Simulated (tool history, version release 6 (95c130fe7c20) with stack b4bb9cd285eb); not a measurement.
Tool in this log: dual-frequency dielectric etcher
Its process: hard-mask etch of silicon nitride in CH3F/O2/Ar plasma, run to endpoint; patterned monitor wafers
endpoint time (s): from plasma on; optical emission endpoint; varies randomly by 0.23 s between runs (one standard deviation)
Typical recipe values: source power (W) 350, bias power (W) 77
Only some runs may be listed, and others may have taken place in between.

run,hour,source power (W),bias power (W),"incoming incoming film thickness, nm",endpoint time (s)
1,0.0,300,77,43.46,68.1
2,36.7,300,77,43.06,67.6
3,53.3,350,77,43.32,63.3
4,60.3,350,66,42.88,65.8
5,69.5,350,77,43.25,63.4
# hour 97.3: wet clean of the chamber
6,97.8,350,77,43.01,56.4
7,98.2,390,77,43.24,54.0
8,109.6,390,77,43.48,54.8
# hour 146.6: wet clean of the chamber, repeated, since the last time left the tool worse
9,147.1,320,77,43.16,63.1
10,147.4,420,77,43.16,55.9
11,147.8,350,71,42.81,61.8
12,156.2,350,77,43.13,60.8
# hour 162.5: bias power generator calibrated
13,167.7,320,82,43.21,62.1
14,179.4,350,71,42.50,62.0
# hour 185.8: source power generator calibrated
# hour 213.6: upper electrode replaced
15,214.1,350,77,42.79,60.3
16,214.4,260,96,43.63,66.2
17,216.1,410,77,43.53,57.2
18,227.6,350,67,43.14,64.1
19,238.3,430,92,43.31,53.0
20,247.8,350,77,43.18,61.3
21,260.0,320,89,42.98,60.4
22,274.0,280,87,43.26,65.8

Table of differences, measured result less the result of that run with no hidden state. Run-to-run variation is the same in both. Gauge scatter possibly is not:
Hidden state present: etch rate over this chamber's usual, %; source power that arrives over what is set, %; bias power that arrives over what is set, %.
run,endpoint time (s)
1,+2.1
2,+2.3
3,+2.2
4,+2.4
5,+2.3
6,-3.8
7,-3.8
8,-3.7
9,-0.2
10,-0.1
11,-0.1
12,-0.1
13,-0.1
14,+0.0
15,+0.1
16,+0.2
17,+0.1
18,+0.2
19,+0.2
20,+0.2
21,+0.3
22,+0.4

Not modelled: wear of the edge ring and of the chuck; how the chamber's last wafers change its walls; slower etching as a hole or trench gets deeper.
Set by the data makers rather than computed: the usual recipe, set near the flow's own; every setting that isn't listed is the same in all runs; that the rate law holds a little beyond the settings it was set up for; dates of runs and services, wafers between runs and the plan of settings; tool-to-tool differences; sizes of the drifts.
